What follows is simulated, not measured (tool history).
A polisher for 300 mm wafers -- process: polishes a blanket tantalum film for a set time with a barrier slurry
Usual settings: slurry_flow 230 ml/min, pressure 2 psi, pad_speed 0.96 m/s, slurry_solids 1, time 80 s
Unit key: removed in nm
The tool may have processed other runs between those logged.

run	hour	slurry_flow	pressure	pad_speed	slurry_solids	time	wafers since the last listed run	wafers polished on this pad	hours since the slurry nozzle was cleaned	hours since the head pressure was calibrated	hours since the slurry blender was calibrated	incoming thickness of the incoming film, nm	removed
1	0	230	2	0.96	1	94	0	590	173.9	493.6	78.7	376.9	161.5
2	28.5	230	2	0.96	1	94	171	761	202.4	522.1	107.2	368.7	163.1
3	44.3	230	2	1.16	1	80	95	857	218.2	537.9	123	368.6	155.3
# hour 57.5: slurry blender recalibrated
4	73.8	230	2	1.16	1	80	165	1022	247.7	567.4	16.3	367.4	153.3
5	109.7	230	2	0.96	1	80	216	1239	283.6	603.3	52.2	369.5	132.6
# hour 134.8: worn pad replaced by a new one
6	144	230	2	0.96	1	80	182	55	317.9	637.6	86.5	366.1	149.2
7	162.9	250	2	0.96	1	97	113	169	336.8	656.5	105.4	376.3	179.7
8	185.4	230	1.6	0.96	1.1	80	135	304	359.3	679	127.9	370.7	116.5
9	205.5	230	1.6	0.96	1.1	80	121	425	379.4	699.1	148	362.7	112.1
# hour 222.5: slurry blender recalibrated
10	232.3	210	2	0.96	1	80	149	575	406.2	725.9	9.8	367.3	133.7
11	255.5	210	2	0.96	1	80	139	714	429.4	749.1	33	364	132.3
# hour 288.5: head pressure recalibrated
12	291.3	210	2	0.96	1	80	203	918	465.2	2.8	68.8	368.3	131.1
13	321.6	230	2	0.96	1	69	182	1101	495.5	33.1	99.1	370.7	113.2
14	344.1	230	2	0.96	1	69	135	1236	518	55.6	121.6	370.9	111.2
# hour 355.9: worn pad replaced by a new one
15	377.8	230	2	0.96	0.9	57	178	132	551.7	89.3	155.3	369.4	96.5
# hour 386: slurry blender recalibrated
16	398	230	2	0.96	1	80	109	241	571.9	109.5	12	371.8	136.5
# hour 417.5: slurry nozzle cleaned
17	422.4	230	2	0.96	1	80	140	382	4.9	133.9	36.4	377.7	138.6
18	436.2	230	1.4	1.18	1	80	83	465	18.7	147.7	50.2	366.2	110.8
19	463.7	230	2	0.96	1	80	165	631	46.2	175.2	77.7	370.8	134.9
20	478.8	230	2.4	0.96	0.9	91	90	722	61.3	190.3	92.8	377.2	178.6
21	514.7	300	2	0.96	1.15	70	216	938	97.2	226.2	128.7	367.3	124.5
22	543	230	2	0.96	1	80	170	1109	125.5	254.5	157	375.9	131.5
# hour 556.1: slurry blender recalibrated
# hour 556.6: worn pad replaced by a new one
23	566	230	2	0.84	1	92	123	56	148.5	277.5	9.9	370.3	151.3
24	581.7	230	2	0.96	1	80	94	151	164.2	293.2	25.6	374	142.9
25	609.3	230	2.5	0.96	1	80	166	317	191.8	320.8	53.2	368.8	178.8
26	633.3	230	2	0.96	1	80	144	462	215.8	344.8	77.2	371.5	139.2
27	660.7	290	1.4	0.96	1	106	165	627	243.2	372.2	104.6	370.3	126.5
28	681.9	230	2	0.86	1	80	127	754	264.4	393.4	125.8	375.3	121.6
# hour 707.3: slurry blender recalibrated
29	710.6	230	1.6	1.2	1	57	160	915	293.1	422.1	3.3	367.1	90.9

5 options for the next run, each taken on its own from the tool as it stands now. Forecast them:
A	711	230	2	0.96	1	80	2	918	293.5	422.5	3.7	373.1	?
B	711	230	2.3	0.96	1	80	2	918	293.5	422.5	3.7	373.1	?
C	711	230	1.7	0.96	1.1	80	2	918	293.5	422.5	3.7	373.1	?
D	711	165	2	0.96	1	80	2	918	293.5	422.5	3.7	373.1	?
E	711	230	2	0.86	1	100	2	918	293.5	422.5	3.7	373.1	?

run	removed
A	132.4
B	152.3
C	115.6
D	127
E	152.8
Without the tool's unlogged condition, the same runs would have read:
run	removed
A	153.9
B	177
C	134.3
D	148.2
E	177.5
